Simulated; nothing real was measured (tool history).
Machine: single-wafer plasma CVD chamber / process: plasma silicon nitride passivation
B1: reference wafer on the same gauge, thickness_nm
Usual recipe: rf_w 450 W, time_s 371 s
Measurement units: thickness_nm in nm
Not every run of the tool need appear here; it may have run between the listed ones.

{"run": 1, "hour": 0.0, "rf_w": 430, "time_s": 395, "B1": 447.56, "thickness_nm": 545.295}
{"run": 2, "hour": 28.3, "rf_w": 430, "time_s": 395, "B1": 449.187, "thickness_nm": 542.8}
{"run": 3, "hour": 236.1, "rf_w": 405, "time_s": 371, "B1": 449.775, "thickness_nm": 508.502}
{"run": 4, "hour": 307.7, "rf_w": 405, "time_s": 371, "B1": 448.162, "thickness_nm": 501.78}
{"run": 5, "hour": 365.1, "rf_w": 450, "time_s": 371, "B1": 448.762, "thickness_nm": 520.105}
{"run": 6, "hour": 394.4, "rf_w": 450, "time_s": 371, "B1": 448.625, "thickness_nm": 515.455}
{"hour": 437.5, "done": "gauge calibrated"}
{"run": 7, "hour": 466.0, "rf_w": 450, "time_s": 371, "B1": 448.431, "thickness_nm": 521.99}
{"hour": 504.0, "done": "showerhead replaced"}
{"hour": 519.3, "done": "RF generator calibrated"}
{"run": 8, "hour": 519.8, "rf_w": 450, "time_s": 371, "B1": 448.142, "thickness_nm": 518.993}
{"run": 9, "hour": 580.3, "rf_w": 450, "time_s": 347, "B1": 449.432, "thickness_nm": 486.909}
{"run": 10, "hour": 630.5, "rf_w": 450, "time_s": 371, "B1": 448.671, "thickness_nm": 520.689}
{"run": 11, "hour": 700.5, "rf_w": 490, "time_s": 420, "B1": 448.33, "thickness_nm": 606.199}
{"run": 12, "hour": 761.7, "rf_w": 525, "time_s": 330, "B1": 448.219, "thickness_nm": 485.445}
{"run": 13, "hour": 797.5, "rf_w": 510, "time_s": 440, "B1": 448.843, "thickness_nm": 639.269}
{"run": 14, "hour": 836.1, "rf_w": 450, "time_s": 371, "B1": 449.073, "thickness_nm": 519.804}

What does the tool deliver on the next run?
{"run": 15, "hour": 903.3, "rf_w": 450, "time_s": 371, "B1": "?", "thickness_nm": "?"}

B1: 449.101
thickness_nm: 523.886 nm
With no hidden state in the tool, this same run would have given thickness_nm 523.886 nm.
